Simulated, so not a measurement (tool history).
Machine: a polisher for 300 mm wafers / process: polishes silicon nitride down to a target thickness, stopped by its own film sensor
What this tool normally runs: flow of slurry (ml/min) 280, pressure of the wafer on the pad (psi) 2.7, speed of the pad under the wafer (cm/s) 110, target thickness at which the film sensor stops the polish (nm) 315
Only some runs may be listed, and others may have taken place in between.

| run | hour | flow of slurry (ml/min) | pressure of the wafer on the pad (psi) | speed of the pad under the wafer (cm/s) | target thickness at which the film sensor stops the polish (nm) | incoming thickness of the incoming film, nm | time until the film sensor stopped the polish (s) |
|---|---|---|---|---|---|---|---|
| 1 | 0.0 | 280 | 2.7 | 136 | 315 | 436.3 | 78.6 |
|  | 16.3 | slurry nozzle cleaned |
|  | 21.7 | head pressure recalibrated |
| 2 | 93.5 | 280 | 2.7 | 136 | 315 | 440.5 | 73.2 |
| 3 | 192.9 | 280 | 2.7 | 110 | 282 | 444.6 | 108.7 |
| 4 | 247.2 | 280 | 2.7 | 110 | 315 | 446.4 | 91.2 |
|  | 253.5 | worn pad replaced by a new one |
| 5 | 297.0 | 280 | 2.7 | 110 | 315 | 439.7 | 82.6 |
| 6 | 356.1 | 280 | 2.7 | 110 | 315 | 443.1 | 86.5 |
| 7 | 463.9 | 280 | 2.7 | 110 | 315 | 439.0 | 87.3 |
| 8 | 534.1 | 280 | 2.7 | 110 | 315 | 437.8 | 83.9 |
| 9 | 592.7 | 280 | 2.7 | 110 | 315 | 439.9 | 83.8 |
|  | 670.4 | slurry nozzle cleaned |
| 10 | 673.0 | 280 | 2.7 | 110 | 315 | 450.4 | 92.9 |
| 11 | 729.7 | 280 | 2.7 | 110 | 315 | 442.0 | 89.8 |
| 12 | 834.6 | 350 | 2.2 | 110 | 315 | 437.1 | 100.7 |
| 13 | 902.7 | 350 | 2.2 | 110 | 315 | 441.2 | 108.1 |
|  | 919.2 | worn pad replaced by a new one |
| 14 | 998.1 | 350 | 2.2 | 110 | 315 | 444.1 | 112.1 |
| 15 | 1104.9 | 280 | 2.7 | 110 | 315 | 439.4 | 93.1 |
| 16 | 1152.3 | 280 | 2.7 | 110 | 304 | 442.2 | 106.3 |
| 17 | 1201.0 | 280 | 2.7 | 110 | 304 | 433.1 | 100.2 |
| 18 | 1288.1 | 185 | 2.4 | 110 | 336 | 440.3 | 95.7 |
|  | 1294.2 | head pressure recalibrated |
|  | 1339.5 | slurry nozzle cleaned |
| 19 | 1374.9 | 280 | 2.7 | 110 | 315 | 435.5 | 80.4 |
| 20 | 1476.1 | 280 | 2.7 | 110 | 315 | 444.4 | 86.6 |
|  | 1524.0 | worn pad replaced by a new one |
| 21 | 1552.2 | 280 | 2.7 | 110 | 315 | 440.0 | 84.1 |
| 22 | 1596.6 | 190 | 2.0 | 110 | 315 | 437.3 | 117.9 |

Run 23 has not been measured yet. What should we expect?
| 23 | 1693.4 | 280 | 2.7 | 110 | 332 | 436.4 | ? |

{"run 23": {"time until the film sensor stopped the polish (s)": 71.9}}
The same run, on a tool lacking any hidden state, would have yielded time until the film sensor stopped the polish (s) 71.3.
